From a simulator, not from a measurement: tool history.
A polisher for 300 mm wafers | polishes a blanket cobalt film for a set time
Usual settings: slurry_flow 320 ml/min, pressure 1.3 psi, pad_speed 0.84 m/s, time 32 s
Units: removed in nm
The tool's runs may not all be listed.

run   hour  slurry_flow  pressure  pad_speed  time  incoming thickness of the incoming film, nm  removed
  1      0          320       1.3       0.76    32                                        717.7     71.5
  2   22.8          320       1.3       0.76    32                                        714.4     70.8
      50.8  -- slurry nozzle cleaned
  3   58.1          320       1.3       0.84    32                                        713.3     80.5
      62.9  -- worn pad replaced by a new one
  4   77.4          320       1.3       0.84    32                                        718.9     79.8
  5   91.6          320       1.3       0.84    32                                        718.3       81
  6  117.9          320       1.3       0.84    32                                        716.2     79.6
  7  141.5          320       1.3       0.84    32                                        715.6     80.3
  8  160.1          320       1.3       0.84    32                                        716.4     80.5
  9  179.1          320       1.3       1.06    29                                        718.3     92.3
 10  211.1          320       1.3       0.98    32                                        726.4     93.4
     220.1  -- worn pad replaced by a new one
 11  228.4          320       1.3       0.98    32                                        718.9     92.8
     267.6  -- slurry nozzle cleaned
 12  268.2          320       1.3       0.98    32                                        715.9     94.4
 13  287.2          320       1.5          1    32                                        726.3    104.5
 14  319.2          320       1.5          1    32                                          719    104.8
     334.6  -- head pressure recalibrated
 15  341.6          365       1.3       0.84    35                                          716     82.7
     346.2  -- worn pad replaced by a new one
 16  381.8          320       1.3       0.56    37                                        714.5     57.9
 17    404          320       1.3       0.84    32                                        724.1       75
 18  438.9          215       1.2       0.84    22                                        720.5     47.2
     446.5  -- slurry nozzle cleaned
 19    461          320       1.5          1    32                                        719.4     99.1
     469.7  -- worn pad replaced by a new one
 20  496.9          320       1.3       0.72    32                                        707.6     65.2
 21  510.1          240       0.9       0.84    32                                        709.9     61.1
 22  535.7          380       1.8        1.1    27                                        726.2    104.5
 23  561.6          320       1.5       0.84    32                                        727.9     83.1
 24  577.9          430       1.5       0.96    24                                        721.8     72.3
 25  598.8          320       1.3       0.84    32                                        715.9       75
       623  -- worn pad replaced by a new one
 26  623.5          400       1.4       1.08    22                                        726.4     70.3
 27  651.1          270       1.3          1    32                                        717.7     86.9
     656.1  -- slurry nozzle cleaned
 28  665.5          320       1.3       0.98    32                                        728.1     88.9
 29  686.7          320       1.3       0.84    32                                        727.3       77
 30  702.9          320       1.6       0.84    32                                        720.9     87.7
 31  724.4          320       1.3       0.84    27                                        723.4       65

The same runs without the tool's hidden state, with the same run-to-run variation:
The hidden state here: removal rate lost through wear of the pad, %; slurry flow missing at the pad, %; deviation of the head's pressure from its setpoint, %.
run  removed
  1     68.6
  2     68.3
  3     75.9
  4     75.3
  5     76.4
  6     75.1
  7     75.8
  8     76.1
  9     87.4
 10     88.9
 11     88.5
 12     88.1
 13     97.5
 14     97.7
 15     83.1
 16     58.3
 17     75.8
 18     48.2
 19     98.8
 20     64.9
 21     60.9
 22    104.1
 23       83
 24     72.2
 25     75.3
 26     70.7
 27     88.5
 28     87.7
 29     75.9
 30     86.4
 31     64.1

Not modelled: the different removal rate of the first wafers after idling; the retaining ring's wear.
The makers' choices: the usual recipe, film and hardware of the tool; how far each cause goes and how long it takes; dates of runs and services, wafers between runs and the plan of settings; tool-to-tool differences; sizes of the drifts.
